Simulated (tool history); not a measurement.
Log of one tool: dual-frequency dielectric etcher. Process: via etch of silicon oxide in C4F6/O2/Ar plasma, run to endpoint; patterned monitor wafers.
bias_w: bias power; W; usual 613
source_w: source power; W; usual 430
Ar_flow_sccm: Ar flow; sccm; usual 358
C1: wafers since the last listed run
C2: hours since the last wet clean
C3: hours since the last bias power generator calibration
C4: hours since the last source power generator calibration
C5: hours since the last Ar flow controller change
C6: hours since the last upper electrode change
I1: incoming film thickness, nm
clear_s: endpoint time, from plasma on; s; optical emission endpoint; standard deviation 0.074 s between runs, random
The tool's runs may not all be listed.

Run 1, hour 0: usual settings but bias_w 559 W; C1 0; C2 428.5; C3 3556.5; C4 297.4; C5 3737.3; C6 5652.1; I1 104.3. Result: clear_s 21.4 s.
Run 2, hour 75.7: usual settings but source_w 400 W; C1 747; C2 504.2; C3 3632.2; C4 373.1; C5 3813; C6 5727.8; I1 101.6. Result: clear_s 20.8 s.
At hour 135.5: wet clean of the chamber.
Run 3, hour 159.7: usual settings but source_w 400 W; C1 592; C2 24.2; C3 3716.2; C4 457.1; C5 3897; C6 5811.8; I1 103.1. Result: clear_s 21.1 s.
Run 4, hour 267.2: usual settings but bias_w 581 W; C1 1061; C2 131.7; C3 3823.7; C4 564.6; C5 4004.5; C6 5919.3; I1 102.9. Result: clear_s 21 s.
Run 5, hour 363.6: usual settings but bias_w 581 W; C1 951; C2 228.1; C3 3920.1; C4 661; C5 4100.9; C6 6015.7; I1 102.7. Result: clear_s 20.7 s.
Run 6, hour 429.3: usual settings but bias_w 721 W; C1 648; C2 293.8; C3 3985.8; C4 726.7; C5 4166.6; C6 6081.4; I1 103.4. Result: clear_s 19.7 s.
Run 7, hour 501: usual settings but bias_w 536 W; C1 707; C2 365.5; C3 4057.5; C4 798.4; C5 4238.3; C6 6153.1; I1 102.9. Result: clear_s 21.2 s.
At hour 581.5: upper electrode replaced.
Run 8, hour 601.3: usual settings but bias_w 653 W; C1 753; C2 465.8; C3 4157.8; C4 898.7; C5 4338.6; C6 19.8; I1 102.3. Result: clear_s 20 s.
Run 9, hour 675.7: usual settings but bias_w 653 W; C1 734; C2 540.2; C3 4232.2; C4 973.1; C5 4413; C6 94.2; I1 103.2. Result: clear_s 20.1 s.
At hour 681.6: bias power generator calibrated.
At hour 757.1: Ar flow controller replaced.
Run 10, hour 757.6: usual settings; C1 709; C2 622.1; C3 76; C4 1055; C5 0.5; C6 176.1; I1 102.6. Result: clear_s 20.4 s.
At hour 793.6: wet clean of the chamber.
Run 11, hour 839.4: usual settings; C1 570; C2 45.8; C3 157.8; C4 1136.8; C5 82.3; C6 257.9; I1 104.1. Result: clear_s 20.7 s.
Run 12, hour 943.5: usual settings but Ar_flow_sccm 401 sccm; C1 1027; C2 149.9; C3 261.9; C4 1240.9; C5 186.4; C6 362; I1 103.8. Result: clear_s 20.9 s.
Run 13, hour 1041: usual settings but bias_w 764 W, source_w 530 W, Ar_flow_sccm 299 sccm; C1 962; C2 247.4; C3 359.4; C4 1338.4; C5 283.9; C6 459.5; I1 103.4. Result: clear_s 17.2 s.
Run 14, hour 1143.3: usual settings but bias_w 725 W, source_w 390 W, Ar_flow_sccm 430 sccm; C1 1009; C2 349.7; C3 461.7; C4 1440.7; C5 386.2; C6 561.8; I1 102.6. Result: clear_s 20.6 s.
Run 15, hour 1180.6: usual settings; C1 368; C2 387; C3 499; C4 1478; C5 423.5; C6 599.1; I1 102.8. Result: clear_s 20.4 s.
Run 16, hour 1271.3: usual settings but source_w 370 W, Ar_flow_sccm 287 sccm; C1 895; C2 477.7; C3 589.7; C4 1568.7; C5 514.2; C6 689.8; I1 102.4. Result: clear_s 20.8 s.
At hour 1297.2: wet clean of the chamber.
Run 17, hour 1323.5: usual settings but bias_w 483 W, Ar_flow_sccm 285 sccm; C1 278; C2 26.3; C3 641.9; C4 1620.9; C5 566.4; C6 742; I1 102.5. Result: clear_s 20.8 s.
Run 18, hour 1360.2: usual settings but bias_w 657 W, Ar_flow_sccm 433 sccm; C1 362; C2 63; C3 678.6; C4 1657.6; C5 603.1; C6 778.7; I1 103.6. Result: clear_s 20.5 s.
At hour 1385: source power generator calibrated.
Run 19, hour 1446.1: usual settings but bias_w 492 W; C1 808; C2 148.9; C3 764.5; C4 61.1; C5 689; C6 864.6; I1 103.4. Result: clear_s 22.2 s.
Run 20, hour 1523.6: usual settings; C1 765; C2 226.4; C3 842; C4 138.6; C5 766.5; C6 942.1; I1 102.5. Result: clear_s 20.6 s.
Run 21, hour 1561.8: usual settings; C1 377; C2 264.6; C3 880.2; C4 176.8; C5 804.7; C6 980.3; I1 102.4. Result: clear_s 20.5 s.
Run 22, hour 1646.9: usual settings but bias_w 689 W, Ar_flow_sccm 313 sccm; C1 840; C2 349.7; C3 965.3; C4 261.9; C5 889.8; C6 1065.4; I1 101.9. Result: clear_s 19.3 s.
Run 23, hour 1706.5: usual settings but bias_w 764 W, source_w 490 W; C1 588; C2 409.3; C3 1024.9; C4 321.5; C5 949.4; C6 1125; I1 102.5. Result: clear_s 18.3 s.
At hour 1800.6: wet clean of the chamber.
Run 24, hour 1808.4: usual settings but bias_w 764 W, source_w 350 W, Ar_flow_sccm 404 sccm; C1 769; C2 7.8; C3 1126.8; C4 423.4; C5 1051.3; C6 1226.9; I1 103.3. Result: clear_s 21.4 s.
Run 25, hour 1877.3: usual settings but source_w 340 W, Ar_flow_sccm 386 sccm; C1 680; C2 76.7; C3 1195.7; C4 492.3; C5 1120.2; C6 1295.8; I1 103.2. Result: clear_s 23 s.
Run 26, hour 1918.1: usual settings but bias_w 764 W, source_w 490 W; C1 402; C2 117.5; C3 1236.5; C4 533.1; C5 1161; C6 1336.6; I1 101.8. Result: clear_s 18.2 s.
Run 27, hour 1958.8: usual settings but bias_w 506 W, source_w 490 W; C1 401; C2 158.2; C3 1277.2; C4 573.8; C5 1201.7; C6 1377.3; I1 104. Result: clear_s 20.9 s.
Run 28, hour 2012.8: usual settings but bias_w 710 W, source_w 490 W, Ar_flow_sccm 383 sccm; C1 533; C2 212.2; C3 1331.2; C4 627.8; C5 1255.7; C6 1431.3; I1 103.3. Result: clear_s 19.1 s.
Run 29, hour 2322.3: usual settings; C1 3055; C2 521.7; C3 1640.7; C4 937.3; C5 1565.2; C6 1740.8; I1 103.1. Result: clear_s 20.5 s.

Some steps in clear_s between neighbouring runs. How much of each would the tool show without its hidden state too (settings, what came in, random variation), and how much is left for the hidden state, with any gauge scatter that isn't in both results?
Hidden state at play: etch rate over this chamber's usual, %; bias power that arrives over what is set, %; source power that arrives over what is set, %; Ar flow that arrives over what is set, %.
Run 6 -> 7: bias_w 721 -> 536. clear_s +1.5 s: hidden state -0.1, all else +1.6.
Run 12 -> 13: bias_w 613 -> 764, source_w 430 -> 530, Ar_flow_sccm 401 -> 299. clear_s -3.7 s: hidden state +0, all else -3.7.
Run 18 -> 19: bias_w 657 -> 492, Ar_flow_sccm 433 -> 358, source power generator calibrated. clear_s +1.7 s: hidden state +0.4, all else +1.3.
Run 25 -> 26: bias_w 613 -> 764, source_w 340 -> 490, Ar_flow_sccm 386 -> 358. clear_s -4.8 s: hidden state +0, all else -4.8.

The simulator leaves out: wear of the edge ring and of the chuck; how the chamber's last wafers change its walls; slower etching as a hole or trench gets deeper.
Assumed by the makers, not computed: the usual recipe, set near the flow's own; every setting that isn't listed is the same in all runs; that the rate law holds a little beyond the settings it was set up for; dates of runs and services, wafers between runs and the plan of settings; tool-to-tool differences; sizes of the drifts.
